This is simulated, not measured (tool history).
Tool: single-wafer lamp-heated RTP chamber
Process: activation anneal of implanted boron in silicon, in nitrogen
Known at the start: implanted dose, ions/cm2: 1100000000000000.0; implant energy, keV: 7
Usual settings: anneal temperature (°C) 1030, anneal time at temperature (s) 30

| run | hour | anneal temperature (°C) | anneal time at temperature (s) | wafers since the last listed run | wafers since the last pyrometer calibration | wafers since the reflector plate was cleaned | hours since the gauge calibration | read-back reference wafer on the same gauge, sheet resistance | sheet resistance of the implanted and annealed layer (ohm/square) |
|---|---|---|---|---|---|---|---|---|---|
| 1 | 0 | 1030 | 30 | 0 | 930 | 7729 | 828.4 | 112.78 | 121.92 |
| 2 | 16.5 | 1015 | 30 | 272 | 1202 | 8001 | 844.9 | 113.24 | 127.32 |
| 3 | 31.7 | 1015 | 30 | 250 | 1453 | 8252 | 860.1 | 112.97 | 128.05 |
| 4 | 64.3 | 1030 | 23 | 538 | 1991 | 8790 | 892.7 | 112.99 | 122.54 |
| 5 | 90.5 | 1030 | 23 | 432 | 2424 | 9223 | 918.9 | 112.95 | 122.63 |
| 6 | 116.4 | 1030 | 23 | 427 | 2851 | 9650 | 944.8 | 112.99 | 122.11 |
| 7 | 134 | 1030 | 30 | 290 | 3142 | 9940 | 962.4 | 112.99 | 120.07 |
| 8 | 164.2 | 1030 | 30 | 498 | 3640 | 10439 | 992.6 | 112.87 | 119.79 |
| 9 | 191.9 | 1030 | 30 | 457 | 4097 | 10896 | 1020.3 | 112.79 | 119.82 |
| 10 | 221.5 | 1042 | 37 | 488 | 4586 | 11385 | 1049.9 | 113.01 | 113.89 |
|  | 240.6 | pyrometer window cleaned and pyrometer calibrated |
| 11 | 244.5 | 1011 | 30 | 247 | 64 | 11632 | 1072.9 | 112.93 | 130.76 |
| 12 | 273.5 | 1011 | 30 | 478 | 542 | 12111 | 1101.9 | 112.93 | 130.48 |
| 13 | 289 | 1011 | 30 | 255 | 798 | 12367 | 1117.4 | 112.94 | 129.25 |
| 14 | 313.2 | 1042 | 30 | 399 | 1197 | 12766 | 1141.6 | 112.8 | 116.16 |
| 15 | 345.6 | 1011 | 30 | 534 | 1732 | 13301 | 1174 | 112.89 | 129.38 |
| 16 | 364.9 | 1030 | 41 | 318 | 2051 | 13619 | 1193.3 | 113.08 | 117.53 |
| 17 | 380.7 | 1011 | 30 | 260 | 2311 | 13880 | 1209.1 | 113.08 | 128.54 |
|  | 402 | gauge calibrated |
|  | 402.2 | reflector plate cleaned |
| 18 | 415.6 | 1030 | 46 | 443 | 2755 | 220 | 13.6 | 113.1 | 120.74 |
| 19 | 448.1 | 1030 | 30 | 536 | 3292 | 757 | 46.1 | 113.03 | 123.56 |
| 20 | 466.9 | 1030 | 30 | 310 | 3602 | 1067 | 64.9 | 112.98 | 121.63 |
| 21 | 482.5 | 1046 | 25 | 257 | 3860 | 1324 | 80.5 | 113.01 | 117.96 |
| 22 | 504.9 | 1006 | 21 | 369 | 4229 | 1694 | 102.9 | 113 | 136.33 |
| 23 | 530.5 | 1016 | 43 | 422 | 4652 | 2117 | 128.5 | 113.05 | 124.76 |
|  | 541.7 | pyrometer window cleaned and pyrometer calibrated |
| 24 | 560.8 | 1011 | 41 | 368 | 314 | 2485 | 158.8 | 112.95 | 129.35 |
| 25 | 573.4 | 1050 | 30 | 207 | 522 | 2693 | 171.4 | 112.78 | 115.85 |
| 26 | 596.9 | 1038 | 41 | 387 | 910 | 3081 | 194.9 | 113.01 | 115.89 |
| 27 | 624.1 | 1018 | 13 | 448 | 1359 | 3529 | 222.1 | 112.86 | 135.42 |
| 28 | 636.4 | 1038 | 42 | 203 | 1562 | 3732 | 234.4 | 113.15 | 115.63 |
| 29 | 659.4 | 1009 | 43 | 379 | 1941 | 4112 | 257.4 | 112.87 | 128.24 |
| 30 | 683.7 | 1030 | 30 | 401 | 2342 | 4513 | 281.7 | 113.09 | 121.71 |
| 31 | 705.2 | 1059 | 16 | 354 | 2697 | 4868 | 303.2 | 112.94 | 117.44 |
| 32 | 727.4 | 1030 | 45 | 366 | 3064 | 5234 | 325.4 | 113.05 | 117.14 |
| 33 | 744.7 | 1030 | 30 | 285 | 3349 | 5520 | 342.7 | 113.11 | 120.71 |
| 34 | 763 | 1030 | 30 | 302 | 3651 | 5822 | 361 | 112.9 | 120.63 |
| 35 | 796 | 1030 | 30 | 544 | 4196 | 6367 | 394 | 112.96 | 120.39 |
| 36 | 851.7 | 1051 | 40 | 919 | 5115 | 7286 | 449.7 | 113.03 | 112 |

How the hidden state differs across the entries between the runs, from the last listed run before each to the first after it:
Between runs 10 and 11: pyrometer window cleaned and pyrometer calibrated (hour 240.6)
  true wafer temperature minus pyrometer reading, K: 6.22 -> 0.483; wafer temperature error from the tarnished reflector plate, K: 9.02 -> 9.07
  measured less the result without the state, sheet resistance of the implanted and annealed layer (ohm/square): -4.83 -> -3.98
Between runs 17 and 18: gauge calibrated (hour 402); reflector plate cleaned (hour 402.2)
  true wafer temperature minus pyrometer reading, K: 4.49 -> 4.93; wafer temperature error from the tarnished reflector plate, K: 9.28 -> 0.427
  measured less the result without the state, sheet resistance of the implanted and annealed layer (ohm/square): -5.88 -> -2.43
Between runs 23 and 24: pyrometer window cleaned and pyrometer calibrated (hour 541.7)
  true wafer temperature minus pyrometer reading, K: 5.69 -> 1.83; wafer temperature error from the tarnished reflector plate, K: 3.27 -> 3.83
  measured less the result without the state, sheet resistance of the implanted and annealed layer (ohm/square): -4.08 -> -2.43

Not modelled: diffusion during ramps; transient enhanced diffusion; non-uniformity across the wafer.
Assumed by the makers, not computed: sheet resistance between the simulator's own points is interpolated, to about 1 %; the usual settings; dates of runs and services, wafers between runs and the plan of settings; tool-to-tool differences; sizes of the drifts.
